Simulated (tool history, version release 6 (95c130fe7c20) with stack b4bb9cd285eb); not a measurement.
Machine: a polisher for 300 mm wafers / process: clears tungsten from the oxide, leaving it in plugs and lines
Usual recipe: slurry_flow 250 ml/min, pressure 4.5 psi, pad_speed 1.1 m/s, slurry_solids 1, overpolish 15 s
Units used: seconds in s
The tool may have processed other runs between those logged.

run    hour  slurry_flow  pressure  pad_speed  slurry_solids  overpolish  wafers since the last listed run  wafers polished on this pad  hours since the slurry nozzle was cleaned  hours since the head pressure was calibrated  hours since the slurry blender was calibrated  hours since the slurry got fresh peroxide  incoming thickness of the incoming film, nm  seconds
  1       0          180       4.5        1.1            1.1          15                                 0                         1017                                      379.2                                         411.6                                           45.2                                      260.5                                        588.7    103.7
  2    71.8          180       4.5        1.1            1.1          15                               421                         1438                                        451                                         483.4                                            117                                      332.3                                        591.8    109.2
       78.6  -- slurry tank refilled with fresh slurry and peroxide
         97  -- worn pad replaced by a new one
      110.2  -- slurry nozzle cleaned
      149.2  -- head pressure recalibrated
      215.2  -- slurry blender recalibrated
  3   278.2          250       4.5        1.1              1          15                              1152                         1033                                        168                                           129                                             63                                      199.6                                        587.2    102.5
  4   346.3          250       4.5        1.1              1          15                               399                         1433                                      236.1                                         197.1                                          131.1                                      267.7                                        588.1      102
        353  -- slurry tank refilled with fresh slurry and peroxide
  5     388          250       4.5        1.1              1          13                               238                         1671                                      277.8                                         238.8                                          172.8                                         35                                          590     91.8
      408.2  -- worn pad replaced by a new one
  6   444.4          250       4.5        1.1              1          13                               307                          212                                      334.2                                         295.2                                          229.2                                       91.4                                        585.4     98.5
      549.5  -- slurry blender recalibrated
        604  -- slurry nozzle cleaned
  7     624          250       4.5        1.1              1          13                              1035                         1248                                         20                                         474.8                                           74.5                                        271                                          573    101.2
      647.8  -- head pressure recalibrated
      658.2  -- slurry tank refilled with fresh slurry and peroxide
  8   666.6          250       4.8        1.1            1.2          15                               232                         1480                                       62.6                                          18.8                                          117.1                                        8.4                                        585.1     83.4
  9   701.3          250       4.5        1.1              1          15                               203                         1684                                       97.3                                          53.5                                          151.8                                       43.1                                        581.8     91.8
      707.4  -- worn pad replaced by a new one
 10   740.2          250       4.5        1.1              1          15                               204                          192                                      136.2                                          92.4                                          190.7                                         82                                        576.8     96.4
 11   781.1          250       4.5        1.1              1          15                               239                          432                                      177.1                                         133.3                                          231.6                                      122.9                                        586.7     99.8
 12   809.2          250       4.5        1.1              1          15                               164                          597                                      205.2                                         161.4                                          259.7                                        151                                        585.1    103.2
 13   874.2          305       6.1       0.92              1           9                               381                          978                                      270.2                                         226.4                                          324.7                                        216                                        587.3     89.6
      877.6  -- slurry blender recalibrated
 14   920.2          180       4.5        1.1            1.1          15                               258                         1236                                      316.2                                         272.4                                           42.6                                        262                                        580.5    103.8
      923.9  -- slurry tank refilled with fresh slurry and peroxide
      968.5  -- worn pad replaced by a new one
 15   975.5          220       3.8        1.1            0.8          23                               295                           40                                      371.5                                         327.7                                           97.9                                       51.6                                        587.5    113.8
 16    1100          250       4.5        1.1              1          15                               730                          771                                        496                                         452.2                                          222.4                                      176.1                                          584    101.2
     1110.4  -- slurry nozzle cleaned
 17    1131          250       4.5       1.38            0.7          15                               175                          947                                       20.6                                         483.2                                          253.4                                      207.1                                        584.3     90.1
 18  1187.1          250       4.5        1.1              1          15                               329                         1276                                       76.7                                         539.3                                          309.5                                      263.2                                        579.3     99.8
     1213.3  -- slurry blender recalibrated
     1246.1  -- head pressure recalibrated
       1262  -- slurry tank refilled with fresh slurry and peroxide
     1268.2  -- worn pad replaced by a new one
 19    1347          295       4.5        1.1              1          15                               885                          462                                      236.6                                         100.9                                          133.7                                         85                                        577.2     93.5
 20    1388          305       4.5        1.1              1          15                               240                          702                                      277.6                                         141.9                                          174.7                                        126                                        577.9     97.4
 21  1415.7          170       4.5        1.1              1          15                               162                          865                                      305.3                                         169.6                                          202.4                                      153.7                                        581.7      102
 22  1440.8          250       4.5        1.1              1          15                               147                         1012                                      330.4                                         194.7                                          227.5                                      178.8                                        580.6    100.9
     1493.6  -- slurry blender recalibrated
 23  1494.1          285       4.5       0.78              1          15                               300                         1313                                      383.7                                           248                                            0.5                                      232.1                                          586    132.8
 24  1525.7          250       4.5        1.1            0.7           9                               185                         1498                                      415.3                                         279.6                                           32.1                                      263.7                                        577.7    107.9

Entry by entry between the runs, the difference in hidden state between the last listed run before and the first listed run after:
From run 2 to run 3: slurry tank refilled with fresh slurry and peroxide (hour 78.6); worn pad replaced by a new one (hour 97); slurry nozzle cleaned (hour 110.2); head pressure recalibrated (hour 149.2); slurry blender recalibrated (hour 215.2)
  peroxide lost from the slurry, %: 34.7 -> 30.7
  measured result minus the result with no hidden state, seconds: +17.2 -> +13.9 s
From run 4 to run 5: slurry tank refilled with fresh slurry and peroxide (hour 353)
  peroxide lost from the slurry, %: 33 -> 9.86
  measured result minus the result with no hidden state, seconds: +15.2 -> +3.6 s
From run 5 to run 6: worn pad replaced by a new one (hour 408.2)
  peroxide lost from the slurry, %: 9.86 -> 19.9
  measured result minus the result with no hidden state, seconds: +3.6 -> +8.2 s
From run 6 to run 7: slurry blender recalibrated (hour 549.5); slurry nozzle cleaned (hour 604)
  peroxide lost from the slurry, %: 19.9 -> 31.1
  measured result minus the result with no hidden state, seconds: +8.2 -> +14 s
From run 7 to run 8: head pressure recalibrated (hour 647.8); slurry tank refilled with fresh slurry and peroxide (hour 658.2)
  peroxide lost from the slurry, %: 31.1 -> 4.75
  measured result minus the result with no hidden state, seconds: +14 -> +1.5 s
From run 9 to run 10: worn pad replaced by a new one (hour 707.4)
  peroxide lost from the slurry, %: 13.6 -> 20.5
  measured result minus the result with no hidden state, seconds: +5 -> +8.3 s
From run 13 to run 14: slurry blender recalibrated (hour 877.6)
  peroxide lost from the slurry, %: 31.4 -> 32.9
  measured result minus the result with no hidden state, seconds: +12.6 -> +15.3 s
From run 14 to run 15: slurry tank refilled with fresh slurry and peroxide (hour 923.9); worn pad replaced by a new one (hour 968.5)
  peroxide lost from the slurry, %: 32.9 -> 14.5
  measured result minus the result with no hidden state, seconds: +15.3 -> +6.7 s
From run 16 to run 17: slurry nozzle cleaned (hour 1110.4)
  peroxide lost from the slurry, %: 28.6 -> 30.2
  measured result minus the result with no hidden state, seconds: +12.6 -> +12 s
From run 18 to run 19: slurry blender recalibrated (hour 1213.3); head pressure recalibrated (hour 1246.1); slurry tank refilled with fresh slurry and peroxide (hour 1262); worn pad replaced by a new one (hour 1268.2)
  peroxide lost from the slurry, %: 32 -> 22.1
  measured result minus the result with no hidden state, seconds: +14.3 -> +8.7 s
From run 22 to run 23: slurry blender recalibrated (hour 1493.6)
  peroxide lost from the slurry, %: 30.8 -> 33.2
  measured result minus the result with no hidden state, seconds: +13.8 -> +19.8 s
